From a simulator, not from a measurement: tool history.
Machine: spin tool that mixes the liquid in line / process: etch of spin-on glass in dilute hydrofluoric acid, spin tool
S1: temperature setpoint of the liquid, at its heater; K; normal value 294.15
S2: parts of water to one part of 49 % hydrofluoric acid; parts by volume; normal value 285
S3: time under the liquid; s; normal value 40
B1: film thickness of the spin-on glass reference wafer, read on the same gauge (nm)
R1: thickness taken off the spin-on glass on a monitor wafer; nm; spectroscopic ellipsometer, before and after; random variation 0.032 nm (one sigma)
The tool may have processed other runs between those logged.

| run | hour | S1 | S2 | S3 | B1 | R1 |
|---|---|---|---|---|---|---|
| 1 | 0.0 | 294.15 | 285 | 40 | 60.05 | 4.51 |
| 2 | 12.0 | 294.15 | 285 | 40 | 59.99 | 4.54 |
| 3 | 32.6 | 294.15 | 285 | 40 | 60.04 | 4.55 |
|  | 44.4 | gauge calibrated |
| 4 | 59.4 | 294.15 | 285 | 40 | 59.99 | 4.56 |
| 5 | 77.5 | 294.15 | 285 | 40 | 59.96 | 4.56 |
| 6 | 95.8 | 294.15 | 285 | 40 | 59.97 | 4.57 |
| 7 | 111.1 | 294.15 | 285 | 40 | 59.97 | 4.54 |
| 8 | 127.3 | 294.15 | 285 | 40 | 60.03 | 4.54 |
| 9 | 155.4 | 294.15 | 285 | 40 | 59.96 | 4.58 |
| 10 | 171.5 | 294.15 | 285 | 25 | 60.02 | 2.84 |
| 11 | 203.6 | 294.15 | 285 | 40 | 60.03 | 4.60 |
| 12 | 226.4 | 294.15 | 285 | 40 | 60.02 | 4.56 |
|  | 281.0 | hydrofluoric acid flow meter replaced |
| 13 | 293.9 | 294.15 | 185 | 40 | 59.99 | 7.25 |
| 14 | 323.9 | 294.15 | 185 | 40 | 59.98 | 7.34 |
| 15 | 339.6 | 294.15 | 285 | 40 | 59.98 | 4.29 |
| 16 | 357.1 | 294.15 | 285 | 40 | 59.98 | 4.30 |
| 17 | 390.5 | 294.15 | 285 | 40 | 60.02 | 4.37 |
| 18 | 415.3 | 290.65 | 170 | 40 | 60.01 | 6.98 |
| 19 | 449.5 | 294.15 | 200 | 50 | 60.00 | 8.39 |
| 20 | 470.4 | 291.15 | 285 | 55 | 59.99 | 5.33 |
| 21 | 501.2 | 292.65 | 365 | 20 | 60.01 | 1.50 |
| 22 | 524.5 | 290.65 | 285 | 25 | 59.98 | 2.37 |
|  | 547.0 | gauge calibrated |
| 23 | 553.9 | 294.15 | 285 | 15 | 60.06 | 1.62 |
| 24 | 573.3 | 294.15 | 285 | 40 | 59.97 | 4.38 |
| 25 | 655.8 | 294.15 | 285 | 40 | 60.03 | 4.37 |
|  | 664.7 | thermometer replaced |
| 26 | 702.3 | 291.65 | 285 | 60 | 60.03 | 6.52 |
| 27 | 725.8 | 291.15 | 170 | 20 | 59.97 | 3.98 |
| 28 | 756.0 | 292.15 | 285 | 40 | 59.98 | 4.48 |
| 29 | 805.2 | 294.15 | 285 | 40 | 60.02 | 4.80 |
| 30 | 871.4 | 294.15 | 320 | 55 | 59.97 | 5.70 |
| 31 | 903.0 | 290.15 | 285 | 60 | 60.01 | 6.16 |
| 32 | 925.6 | 294.15 | 285 | 50 | 59.98 | 5.97 |

What was the tool's hidden state at every run in the log?
gauge reads high (%): 0 at every run
H1: liquid colder than its thermometer reads (K)
H2: hydrofluoric acid flow above the setpoint (%)
| run | H1 | H2 |
|---|---|---|
| 1 | 2.3 | 4.13 |
| 2 | 2.31 | 4.2 |
| 3 | 2.33 | 4.31 |
| 4 | 2.36 | 4.46 |
| 5 | 2.38 | 4.56 |
| 6 | 2.4 | 4.66 |
| 7 | 2.41 | 4.75 |
| 8 | 2.43 | 4.84 |
| 9 | 2.46 | 4.99 |
| 10 | 2.47 | 5.08 |
| 11 | 2.5 | 5.26 |
| 12 | 2.53 | 5.38 |
| 13 | 2.59 | 0.481 |
| 14 | 2.62 | 0.647 |
| 15 | 2.64 | 0.734 |
| 16 | 2.65 | 0.83 |
| 17 | 2.69 | 1.01 |
| 18 | 2.71 | 1.15 |
| 19 | 2.75 | 1.34 |
| 20 | 2.77 | 1.46 |
| 21 | 2.8 | 1.63 |
| 22 | 2.82 | 1.75 |
| 23 | 2.85 | 1.92 |
| 24 | 2.87 | 2.02 |
| 25 | 2.95 | 2.48 |
| 26 | 0.492 | 2.74 |
| 27 | 0.515 | 2.86 |
| 28 | 0.545 | 3.03 |
| 29 | 0.593 | 3.3 |
| 30 | 0.659 | 3.67 |
| 31 | 0.69 | 3.84 |
| 32 | 0.712 | 3.97 |
